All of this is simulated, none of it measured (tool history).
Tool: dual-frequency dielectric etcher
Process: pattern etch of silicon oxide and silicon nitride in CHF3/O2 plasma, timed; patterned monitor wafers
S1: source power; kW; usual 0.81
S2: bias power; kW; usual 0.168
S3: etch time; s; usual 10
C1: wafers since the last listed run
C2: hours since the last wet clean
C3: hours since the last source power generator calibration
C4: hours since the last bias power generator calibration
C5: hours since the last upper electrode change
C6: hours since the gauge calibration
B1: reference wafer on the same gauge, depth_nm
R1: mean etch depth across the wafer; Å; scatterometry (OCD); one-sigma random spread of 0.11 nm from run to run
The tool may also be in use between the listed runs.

run	hour	S1	S2	S3	C1	C2	C3	C4	C5	C6	B1	R1
1	0	0.81	0.143	10	0	224.3	3771.9	2994.1	5062.1	255.4	18.63	158.7
2	59.7	0.81	0.168	10	1330	284	3831.6	3053.8	5121.8	315.1	18.58	169.2
3	96.6	0.81	0.168	10	822	320.9	3868.5	3090.7	5158.7	352	18.63	168.1
4	135.3	0.81	0.168	8	862	359.6	3907.2	3129.4	5197.4	390.7	18.58	134.3
5	203.4	0.81	0.168	8	1517	427.7	3975.3	3197.5	5265.5	458.8	18.59	135.8
6	262.7	0.81	0.168	7.5	1321	487	4034.6	3256.8	5324.8	518.1	18.6	129.1
# hour 304.9: bias power generator calibrated
7	316.9	0.81	0.168	10	1118	541.2	4088.8	12	5379	572.3	18.58	172
8	373.4	0.81	0.168	10	1259	597.7	4145.3	68.5	5435.5	628.8	18.63	172
9	407.2	0.81	0.168	10	753	631.5	4179.1	102.3	5469.3	662.6	18.59	172.9
# hour 431.8: gauge calibrated
10	447.1	0.81	0.183	10	889	671.4	4219	142.2	5509.2	15.3	18.61	174.8
# hour 479.4: wet clean of the chamber
# hour 480.9: source power generator calibrated
11	481.4	0.81	0.168	10	196	2	0.5	176.5	5543.5	49.6	18.62	164.3
# hour 516.7: upper electrode replaced, of another model than before
12	531.1	0.87	0.137	11.5	572	51.7	50.2	226.2	14.4	99.3	18.59	174
13	590.2	0.93	0.185	10	1317	110.8	109.3	285.3	73.5	158.4	18.63	181.2
14	649.6	0.81	0.183	10	1323	170.2	168.7	344.7	132.9	217.8	18.61	175.9
15	679.6	0.81	0.168	10	668	200.2	198.7	374.7	162.9	247.8	18.63	167.6
16	724	0.72	0.168	10	989	244.6	243.1	419.1	207.3	292.2	18.6	162.1
17	766.2	0.66	0.144	10	940	286.8	285.3	461.3	249.5	334.4	18.66	146.4
18	797.9	0.75	0.152	7.5	706	318.5	317	493	281.2	366.1	18.66	117
19	865.6	0.75	0.168	10	1508	386.2	384.7	560.7	348.9	433.8	18.62	165.5
20	894.4	0.81	0.168	10	641	415	413.5	589.5	377.7	462.6	18.6	169.7
21	945.6	0.88	0.168	10	1141	466.2	464.7	640.7	428.9	513.8	18.58	173.6
22	987.5	0.99	0.155	12	933	508.1	506.6	682.6	470.8	555.7	18.63	211.6

Hidden state, per run?
source power that arrives over what is set, %: 0 across all the runs
bias power that arrives over what is set, %: 0 across all the runs
gauge reads high (%): 0 across all the runs
H1: etch rate over this chamber's usual, %
run	H1
1	1.8
2	2.3
3	2.61
4	2.94
5	3.51
6	4
7	4.46
8	4.93
9	5.21
10	5.55
11	0.166
12	0.582
13	1.08
14	1.57
15	1.83
16	2.2
17	2.55
18	2.82
19	3.38
20	3.62
21	4.05
22	4.4
